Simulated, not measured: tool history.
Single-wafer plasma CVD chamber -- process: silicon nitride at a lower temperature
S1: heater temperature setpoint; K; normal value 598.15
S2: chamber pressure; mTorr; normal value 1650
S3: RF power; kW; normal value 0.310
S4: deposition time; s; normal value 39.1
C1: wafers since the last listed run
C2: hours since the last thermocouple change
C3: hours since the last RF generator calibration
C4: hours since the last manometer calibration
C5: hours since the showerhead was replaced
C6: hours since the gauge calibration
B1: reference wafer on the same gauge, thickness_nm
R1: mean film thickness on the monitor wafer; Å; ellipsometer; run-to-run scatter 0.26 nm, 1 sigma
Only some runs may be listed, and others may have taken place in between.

run,hour,S1,S2,S3,S4,C1,C2,C3,C4,C5,C6,B1,R1
1,0.0,598.15,1650,0.335,39.1,0,902.5,715.5,1140.3,6170.6,657.1,45.079,482.26
2,14.0,598.15,1650,0.335,39.1,188,916.5,729.5,1154.3,6184.6,671.1,45.027,484.28
3,49.9,598.15,1650,0.335,39.1,483,952.4,765.4,1190.2,6220.5,707.0,45.021,485.70
# hour 77.3: thermocouple changed; heater temperature recalibrated
4,85.9,607.15,1650,0.310,39.1,376,8.6,801.4,1226.2,6256.5,743.0,44.918,445.78
5,106.9,607.15,1650,0.310,39.1,282,29.6,822.4,1247.2,6277.5,764.0,44.966,446.04
6,125.6,605.15,1650,0.310,45.6,251,48.3,841.1,1265.9,6296.2,782.7,44.921,516.87
7,154.7,598.15,1650,0.250,39.1,391,77.4,870.2,1295.0,6325.3,811.8,44.832,357.72
8,178.4,598.15,1650,0.290,39.1,319,101.1,893.9,1318.7,6349.0,835.5,44.967,415.76
9,211.7,598.15,1250,0.255,39.1,448,134.4,927.2,1352.0,6382.3,868.8,44.699,345.10
# hour 244.9: showerhead replaced
10,245.4,598.15,1650,0.280,39.1,345,168.1,960.9,1385.7,0.5,902.5,44.760,398.81
11,278.3,607.15,1980,0.310,39.1,442,201.0,993.8,1418.6,33.4,935.4,44.575,457.55
12,296.3,594.15,1330,0.335,46.3,242,219.0,1011.8,1436.6,51.4,953.4,44.643,537.45
# hour 328.6: capacitance manometer re-zeroed and calibrated
13,329.2,598.15,1850,0.310,36.6,335,251.9,1044.7,0.6,84.3,986.3,44.700,427.57
# hour 343.9: RF generator calibrated
14,346.8,583.15,1830,0.250,41.2,129,269.5,2.9,18.2,101.9,1003.9,44.538,383.07
15,366.0,606.15,1980,0.350,44.0,258,288.7,22.1,37.4,121.1,1023.1,44.656,571.48
16,382.8,598.15,1650,0.285,39.1,226,305.5,38.9,54.2,137.9,1039.9,44.621,412.21
17,408.3,598.15,1650,0.310,39.1,343,331.0,64.4,79.7,163.4,1065.4,44.614,447.24
18,429.1,598.15,1650,0.310,42.9,279,351.8,85.2,100.5,184.2,1086.2,44.593,484.42
# hour 442.6: gauge calibrated
19,462.6,598.15,1370,0.310,34.9,450,385.3,118.7,134.0,217.7,20.0,45.513,389.52
20,487.9,598.15,1650,0.310,39.1,340,410.6,144.0,159.3,243.0,45.3,45.481,449.84
21,523.9,598.15,1650,0.325,39.1,484,446.6,180.0,195.3,279.0,81.3,45.513,472.75
22,545.0,598.15,1650,0.310,32.1,284,467.7,201.1,216.4,300.1,102.4,45.550,366.61
23,560.7,598.15,1650,0.310,39.1,211,483.4,216.8,232.1,315.8,118.1,45.471,450.80
24,593.9,598.15,1940,0.310,39.1,446,516.6,250.0,265.3,349.0,151.3,45.501,467.42
25,622.5,598.15,1650,0.310,39.1,384,545.2,278.6,293.9,377.6,179.9,45.460,457.16
26,639.8,598.15,1650,0.310,39.1,232,562.5,295.9,311.2,394.9,197.2,45.381,449.08
27,663.5,598.15,1650,0.310,39.1,319,586.2,319.6,334.9,418.6,220.9,45.474,446.05
28,688.0,598.15,1650,0.310,45.2,329,610.7,344.1,359.4,443.1,245.4,45.423,518.55
29,718.1,598.15,1650,0.310,39.1,405,640.8,374.2,389.5,473.2,275.5,45.458,452.26

Hidden state or all else? Some run-to-run changes of R1, split into what the settings, what came in and random variation would give without the hidden state, and what is left for the hidden state (with any gauge scatter that isn't in both results):
The tool's hidden condition here consists of: wafer temperature above the value expected at the setpoint (K); delivered RF power above the setpoint (%); true pressure above the setpoint (%); gauge reads high (%).
Run 14 -> 15: S1 583.15 -> 606.15, S2 1830 -> 1980, S3 0.250 -> 0.350, S4 41.2 -> 44.0. R1 +188.41 Å: hidden state -4.04, all else +192.45.
Run 15 -> 16: S1 606.15 -> 598.15, S2 1980 -> 1650, S3 0.350 -> 0.285, S4 44.0 -> 39.1. R1 -159.27 Å: hidden state +2.94, all else -162.21.
Run 18 -> 19: S2 1650 -> 1370, S4 42.9 -> 34.9, gauge calibrated. R1 -94.90 Å: hidden state +10.70, all else -105.60.
